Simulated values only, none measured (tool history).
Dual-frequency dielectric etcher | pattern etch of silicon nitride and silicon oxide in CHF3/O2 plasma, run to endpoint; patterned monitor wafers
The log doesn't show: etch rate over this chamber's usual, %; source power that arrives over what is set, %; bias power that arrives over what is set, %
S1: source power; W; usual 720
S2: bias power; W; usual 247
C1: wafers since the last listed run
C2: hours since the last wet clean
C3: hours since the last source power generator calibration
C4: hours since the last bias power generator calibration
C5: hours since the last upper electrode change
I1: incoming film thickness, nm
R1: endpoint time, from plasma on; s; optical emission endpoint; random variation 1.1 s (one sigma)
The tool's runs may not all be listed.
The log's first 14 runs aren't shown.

run,hour,S1,S2,C1,C2,C3,C4,C5,I1,R1
15,159.6,770,247,75,265.7,3670.8,3956.3,3918.7,227.3,131.9
16,171.2,720,247,75,277.3,3682.4,3967.9,3930.3,226.4,135.2
17,186.7,540,276,100,292.8,3697.9,3983.4,3945.8,223.7,147.2
18,197.8,870,247,72,303.9,3709,3994.5,3956.9,225.4,125
# hour 212.4: source power generator calibrated
19,212.9,720,288,72,319,0.5,4009.6,3972,224.4,125.6
20,224.2,770,247,73,330.3,11.8,4020.9,3983.3,224.5,131.6
21,239.3,770,285,97,345.4,26.9,4036,3998.4,224.3,123.1
22,247.3,720,247,51,353.4,34.9,4044,4006.4,224.8,137.9
# hour 271.9: upper electrode replaced
# hour 276.3: bias power generator calibrated
# hour 292.8: wet clean of the chamber
23,293.3,660,247,9,0.5,80.9,17,21.4,224.4,139.9
24,293.7,810,209,2,0.9,81.3,17.4,21.8,226.6,133.1
25,294.1,840,247,2,1.3,81.7,17.8,22.2,226.1,124.6
26,298.4,650,227,27,5.6,86,22.1,26.5,222.2,143.1
27,313.2,720,247,96,20.4,100.8,36.9,41.3,223.5,134.1
28,322.3,640,205,59,29.5,109.9,46,50.4,225.5,152.9
29,336.9,590,280,94,44.1,124.5,60.6,65,222.5,136.7
30,370.4,720,202,217,77.6,158,94.1,98.5,225.7,146.9

The next listed run, before its measurement:
31,380.7,800,188,66,87.9,168.3,104.4,108.8,222.9,?

Run 31 gave R1 141.8 s.
Without the tool's hidden state the same run would have given R1 140.3 s.
